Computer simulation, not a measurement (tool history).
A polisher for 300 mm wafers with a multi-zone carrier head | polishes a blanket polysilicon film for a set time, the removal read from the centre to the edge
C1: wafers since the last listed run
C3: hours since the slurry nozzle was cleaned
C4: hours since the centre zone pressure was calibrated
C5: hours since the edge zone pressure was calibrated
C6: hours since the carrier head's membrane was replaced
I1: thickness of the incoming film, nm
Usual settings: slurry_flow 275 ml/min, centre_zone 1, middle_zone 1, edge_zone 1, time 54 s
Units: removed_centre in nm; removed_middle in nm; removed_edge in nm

Run 1, hour 0: usual settings; C1 0; wafers polished on this pad 1950; C3 239.2; C4 759; C5 866.9; C6 335.5; I1 2310.7. Result: removed_centre 327.7 nm, removed_middle 337.5 nm, removed_edge 325.3 nm.
At hour 25.1: slurry nozzle cleaned.
At hour 35.6: worn pad replaced by a new one.
Run 2, hour 62: usual settings; C1 502; wafers polished on this pad 232; C3 36.9; C4 821; C5 928.9; C6 397.5; I1 2321.3. Result: removed_centre 356.5 nm, removed_middle 350.9 nm, removed_edge 356.3 nm.
Run 3, hour 125.2: usual settings; C1 557; wafers polished on this pad 789; C3 100.1; C4 884.2; C5 992.1; C6 460.7; I1 2266.8. Result: removed_centre 356.4 nm, removed_middle 353.6 nm, removed_edge 340.9 nm.
Run 4, hour 184.2: usual settings but middle_zone 1.09; C1 520; wafers polished on this pad 1310; C3 159.1; C4 943.2; C5 1051.1; C6 519.7; I1 2319.9. Result: removed_centre 353.4 nm, removed_middle 363.2 nm, removed_edge 333.9 nm.
Run 5, hour 229.1: usual settings but middle_zone 1.09; C1 395; wafers polished on this pad 1706; C3 204; C4 988.1; C5 1096; C6 564.6; I1 2325.9. Result: removed_centre 342.6 nm, removed_middle 361 nm, removed_edge 319.9 nm.
At hour 248.7: worn pad replaced by a new one.
Run 6, hour 265.8: usual settings but middle_zone 1.09; C1 288; wafers polished on this pad 150; C3 240.7; C4 1024.8; C5 1132.7; C6 601.3; I1 2278. Result: removed_centre 365.8 nm, removed_middle 373.6 nm, removed_edge 348.5 nm.
At hour 292.6: slurry nozzle cleaned.
Run 7, hour 327.7: usual settings; C1 537; wafers polished on this pad 688; C3 35.1; C4 1086.7; C5 1194.6; C6 663.2; I1 2332.5. Result: removed_centre 360.7 nm, removed_middle 354.6 nm, removed_edge 353 nm.
Run 8, hour 387.1: usual settings; C1 523; wafers polished on this pad 1211; C3 94.5; C4 1146.1; C5 1254; C6 722.6; I1 2247. Result: removed_centre 353.6 nm, removed_middle 344.6 nm, removed_edge 342.3 nm.
At hour 410.7: edge zone pressure recalibrated.
Run 9, hour 446.8: usual settings; C1 508; wafers polished on this pad 1720; C3 154.2; C4 1205.8; C5 36.1; C6 782.3; I1 2290.7. Result: removed_centre 342.3 nm, removed_middle 330.4 nm, removed_edge 329.8 nm.
Run 10, hour 472.3: usual settings; C1 224; wafers polished on this pad 1945; C3 179.7; C4 1231.3; C5 61.6; C6 807.8; I1 2299.9. Result: removed_centre 332.4 nm, removed_middle 329.9 nm, removed_edge 324.6 nm.
At hour 494.5: worn pad replaced by a new one.
Run 11, hour 504.5: usual settings but slurry_flow 250 ml/min, centre_zone 1.11, time 64 s; C1 248; wafers polished on this pad 88; C3 211.9; C4 1263.5; C5 93.8; C6 840; I1 2289. Result: removed_centre 463.6 nm, removed_middle 413.9 nm, removed_edge 415.9 nm.
Run 12, hour 549.4: usual settings but edge_zone 1.07, time 44 s; C1 395; wafers polished on this pad 484; C3 256.8; C4 1308.4; C5 138.7; C6 884.9; I1 2306.2. Result: removed_centre 288 nm, removed_middle 282.3 nm, removed_edge 297.8 nm.
At hour 556.5: carrier head's membrane replaced by a new one.
At hour 571.7: slurry nozzle cleaned.
At hour 577.1: centre zone pressure recalibrated.
Run 13, hour 580.8: usual settings but slurry_flow 310 ml/min, centre_zone 0.9, middle_zone 0.97, time 71 s; C1 206; wafers polished on this pad 690; C3 9.1; C4 3.7; C5 170.1; C6 24.3; I1 2315.7. Result: removed_centre 436.7 nm, removed_middle 451.8 nm, removed_edge 460.7 nm.
Run 14, hour 606.6: usual settings but slurry_flow 200 ml/min, time 65 s; C1 227; wafers polished on this pad 918; C3 34.9; C4 29.5; C5 195.9; C6 50.1; I1 2287.1. Result: removed_centre 411.7 nm, removed_middle 412.5 nm, removed_edge 414.1 nm.
Run 15, hour 656.6: usual settings but slurry_flow 225 ml/min, centre_zone 1.06, edge_zone 0.97, time 46 s; C1 440; wafers polished on this pad 1359; C3 84.9; C4 79.5; C5 245.9; C6 100.1; I1 2295.7. Result: removed_centre 301.5 nm, removed_middle 291 nm, removed_edge 277.3 nm.
At hour 695.7: worn pad replaced by a new one.
Run 16, hour 768.4: usual settings but middle_zone 1.09, time 63 s; C1 950; wafers polished on this pad 640; C3 196.7; C4 191.3; C5 357.7; C6 211.9; I1 2273.1. Result: removed_centre 417.9 nm, removed_middle 438.4 nm, removed_edge 411.9 nm.
Run 17, hour 817.1: usual settings but slurry_flow 345 ml/min, centre_zone 1.04, time 42 s; C1 429; wafers polished on this pad 1070; C3 245.4; C4 240; C5 406.4; C6 260.6; I1 2303.1. Result: removed_centre 288 nm, removed_middle 274.8 nm, removed_edge 265.8 nm.
At hour 835.1: slurry nozzle cleaned.
Run 18, hour 868.1: usual settings; C1 440; wafers polished on this pad 1511; C3 33; C4 291; C5 457.4; C6 311.6; I1 2303.4. Result: removed_centre 346.5 nm, removed_middle 335.1 nm, removed_edge 338.8 nm.
At hour 912.6: worn pad replaced by a new one.
Run 19, hour 913.1: usual settings; C1 361; wafers polished on this pad 4; C3 78; C4 336; C5 502.4; C6 356.6; I1 2297. Result: removed_centre 354.8 nm, removed_middle 357.9 nm, removed_edge 349.5 nm.
Run 20, hour 938.3: usual settings but middle_zone 0.89; C1 222; wafers polished on this pad 226; C3 103.2; C4 361.2; C5 527.6; C6 381.8; I1 2292.4. Result: removed_centre 358.3 nm, removed_middle 325.1 nm, removed_edge 354.1 nm.
Run 21, hour 1006.2: usual settings but centre_zone 0.9, middle_zone 0.9, edge_zone 0.89, time 42 s; C1 598; wafers polished on this pad 825; C3 171.1; C4 429.1; C5 595.5; C6 449.7; I1 2286.6. Result: removed_centre 249 nm, removed_middle 256.9 nm, removed_edge 256.2 nm.
Run 22, hour 1054.4: usual settings but edge_zone 1.05; C1 425; wafers polished on this pad 1250; C3 219.3; C4 477.3; C5 643.7; C6 497.9; I1 2252.1. Result: removed_centre 347.2 nm, removed_middle 338.2 nm, removed_edge 342.1 nm.

Forecast each of these 4 alternatives for the next run:
Run A, hour 1054.8: usual settings; C1 3; wafers polished on this pad 1254; C3 219.7; C4 477.7; C5 644.1; C6 498.3; I1 2296.1. Result: removed_centre ?, removed_middle ?, removed_edge ?.
Run B, hour 1054.8: usual settings but middle_zone 1.03, edge_zone 1.12, time 48 s; C1 3; wafers polished on this pad 1254; C3 219.7; C4 477.7; C5 644.1; C6 498.3; I1 2296.1. Result: removed_centre ?, removed_middle ?, removed_edge ?.
Run C, hour 1054.8: usual settings but middle_zone 0.9, edge_zone 0.94; C1 3; wafers polished on this pad 1254; C3 219.7; C4 477.7; C5 644.1; C6 498.3; I1 2296.1. Result: removed_centre ?, removed_middle ?, removed_edge ?.
Run D, hour 1054.8: usual settings but middle_zone 1.11; C1 3; wafers polished on this pad 1254; C3 219.7; C4 477.7; C5 644.1; C6 498.3; I1 2296.1. Result: removed_centre ?, removed_middle ?, removed_edge ?.

run  removed_centre  removed_middle  removed_edge
  A           347.5           350.8         338.4
  B             309           318.4         318.1
  C           347.3             326           329
  D           347.8           378.1           338
Without the tool's hidden state the same runs would have given:
run  removed_centre  removed_middle  removed_edge
  A           359.8           363.2         350.4
  B           319.9           329.6         329.4
  C           359.6           337.5         340.6
  D           360.1           391.4           350

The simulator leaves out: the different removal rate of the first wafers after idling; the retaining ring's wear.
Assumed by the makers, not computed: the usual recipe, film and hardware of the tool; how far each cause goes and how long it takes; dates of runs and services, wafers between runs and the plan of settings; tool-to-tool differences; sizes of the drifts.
